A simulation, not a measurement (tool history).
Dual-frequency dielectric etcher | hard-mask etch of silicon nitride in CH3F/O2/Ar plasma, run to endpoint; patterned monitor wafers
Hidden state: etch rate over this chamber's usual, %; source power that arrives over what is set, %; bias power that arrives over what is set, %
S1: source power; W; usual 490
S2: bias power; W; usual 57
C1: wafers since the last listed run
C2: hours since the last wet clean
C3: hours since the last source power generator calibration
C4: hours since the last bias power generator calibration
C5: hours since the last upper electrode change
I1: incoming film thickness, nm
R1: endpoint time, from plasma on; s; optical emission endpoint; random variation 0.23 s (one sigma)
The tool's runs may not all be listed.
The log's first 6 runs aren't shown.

run 7 hour=354.1 | S1=490 S2=57 | C1=996 C2=515.9 C3=4696.7 C4=3497.6 C5=4323.2 | I1=55.5 | R1=77.7
-- hour=419.7 wet clean of the chamber
run 8 hour=437.5 | S1=490 S2=57 | C1=846 C2=17.8 C3=4780.1 C4=3581.0 C5=4406.6 | I1=55.3 | R1=75.9
run 9 hour=530.2 | S1=490 S2=65 | C1=1321 C2=110.5 C3=4872.8 C4=3673.7 C5=4499.3 | I1=55.5 | R1=73.9
run 10 hour=635.6 | S1=490 S2=65 | C1=1502 C2=215.9 C3=4978.2 C4=3779.1 C5=4604.7 | I1=55.1 | R1=73.6
run 11 hour=724.5 | S1=490 S2=65 | C1=1266 C2=304.8 C3=5067.1 C4=3868.0 C5=4693.6 | I1=55.3 | R1=73.8
run 12 hour=789.8 | S1=560 S2=66 | C1=930 C2=370.1 C3=5132.4 C4=3933.3 C5=4758.9 | I1=55.4 | R1=71.3
run 13 hour=835.0 | S1=560 S2=66 | C1=644 C2=415.3 C3=5177.6 C4=3978.5 C5=4804.1 | I1=55.1 | R1=70.9
-- hour=876.3 source power generator calibrated
run 14 hour=900.4 | S1=490 S2=57 | C1=875 C2=480.7 C3=24.1 C4=4043.9 C5=4869.5 | I1=55.5 | R1=77.6
run 15 hour=993.2 | S1=490 S2=57 | C1=1322 C2=573.5 C3=116.9 C4=4136.7 C5=4962.3 | I1=55.6 | R1=77.9
run 16 hour=1066.2 | S1=490 S2=57 | C1=1040 C2=646.5 C3=189.9 C4=4209.7 C5=5035.3 | I1=54.9 | R1=77.1
-- hour=1102.6 wet clean of the chamber
run 17 hour=1164.4 | S1=520 S2=61 | C1=1057 C2=61.8 C3=288.1 C4=4307.9 C5=5133.5 | I1=55.0 | R1=73.0
run 18 hour=1240.8 | S1=490 S2=57 | C1=1088 C2=138.2 C3=364.5 C4=4384.3 C5=5209.9 | I1=55.5 | R1=76.6
run 19 hour=1311.6 | S1=540 S2=67 | C1=1008 C2=209.0 C3=435.3 C4=4455.1 C5=5280.7 | I1=55.0 | R1=70.8
-- hour=1471.9 upper electrode replaced
run 20 hour=1552.5 | S1=430 S2=63 | C1=3091 C2=449.9 C3=676.2 C4=4696.0 C5=80.6 | I1=54.8 | R1=76.7
run 21 hour=1625.2 | S1=490 S2=65 | C1=1036 C2=522.6 C3=748.9 C4=4768.7 C5=153.3 | I1=55.2 | R1=74.2
-- hour=1650.2 wet clean of the chamber
run 22 hour=1706.3 | S1=490 S2=57 | C1=813 C2=56.1 C3=830.0 C4=4849.8 C5=234.4 | I1=55.5 | R1=75.9
-- hour=1725.2 bias power generator calibrated
run 23 hour=1780.3 | S1=580 S2=49 | C1=997 C2=130.1 C3=904.0 C4=55.1 C5=308.4 | I1=55.6 | R1=75.8
run 24 hour=1877.2 | S1=600 S2=67 | C1=1380 C2=227.0 C3=1000.9 C4=152.0 C5=405.3 | I1=55.1 | R1=68.4
run 25 hour=1945.4 | S1=430 S2=70 | C1=971 C2=295.2 C3=1069.1 C4=220.2 C5=473.5 | I1=54.8 | R1=73.7
run 26 hour=2014.0 | S1=490 S2=51 | C1=977 C2=363.8 C3=1137.7 C4=288.8 C5=542.1 | I1=55.4 | R1=79.2
run 27 hour=2094.2 | S1=440 S2=47 | C1=1142 C2=444.0 C3=1217.9 C4=369.0 C5=622.3 | I1=55.4 | R1=83.6
run 28 hour=2135.1 | S1=560 S2=57 | C1=582 C2=484.9 C3=1258.8 C4=409.9 C5=663.2 | I1=55.4 | R1=74.1
run 29 hour=2228.0 | S1=410 S2=67 | C1=1323 C2=577.8 C3=1351.7 C4=502.8 C5=756.1 | I1=55.2 | R1=77.4
run 30 hour=2296.3 | S1=600 S2=70 | C1=973 C2=646.1 C3=1420.0 C4=571.1 C5=824.4 | I1=54.7 | R1=67.9
-- hour=2363.2 wet clean of the chamber
run 31 hour=2378.5 | S1=530 S2=57 | C1=829 C2=15.3 C3=1502.2 C4=653.3 C5=906.6 | I1=55.0 | R1=73.6

Run 32 comes next. What will it give?
run 32 hour=2480.1 | S1=490 S2=57 | C1=1447 C2=116.9 C3=1603.8 C4=754.9 C5=1008.2 | I1=54.8 | R1=?

{"run 32": {"R1": 75.2}}
Without the tool's hidden state the same run would have given R1 74.9 s.
